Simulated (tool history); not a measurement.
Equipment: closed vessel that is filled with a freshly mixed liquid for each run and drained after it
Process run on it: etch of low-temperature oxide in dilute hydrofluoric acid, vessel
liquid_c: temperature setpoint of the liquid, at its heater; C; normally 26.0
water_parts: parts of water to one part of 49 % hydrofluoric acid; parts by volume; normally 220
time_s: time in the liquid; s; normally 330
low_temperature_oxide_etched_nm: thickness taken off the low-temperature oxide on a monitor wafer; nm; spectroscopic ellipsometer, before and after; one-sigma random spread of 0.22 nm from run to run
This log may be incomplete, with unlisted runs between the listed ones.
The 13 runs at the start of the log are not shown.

run   hour  liquid_c  water_parts  time_s  read-back film thickness of the low-temperature oxide reference wafer, read on the same gauge (nm)  low_temperature_oxide_etched_nm
 14  299.8      21.5          250     330                                                                                              110.00                            22.98
     324.9  -- gauge calibrated
 15  328.7      26.0          220     330                                                                                              110.00                            31.46
     344.8  -- thermometer replaced
     382.8  -- hydrofluoric acid flow meter replaced
 16  396.8      26.0          220     415                                                                                              110.00                            36.36
 17  428.8      29.0          220     275                                                                                              110.00                            26.02
 18  443.2      28.0          145     275                                                                                              109.98                            42.35
 19  462.9      22.0          220     480                                                                                              110.01                            36.23
 20  476.3      26.0          220     330                                                                                              110.00                            29.17
 21  490.5      23.0          260     205                                                                                              109.99                            13.00
 22  508.0      30.0          260     425                                                                                              110.00                            34.75

Run 23 is up next; what results do you expect?
 23  531.2      28.0          220     330                                                                                                   ?                                ?

Logged for run 23: read-back film thickness of the low-temperature oxide reference wafer, read on the same gauge (nm) 110.00, low_temperature_oxide_etched_nm 30.80 nm.
Without the tool's hidden state the same run would have given low_temperature_oxide_etched_nm 30.14 nm.
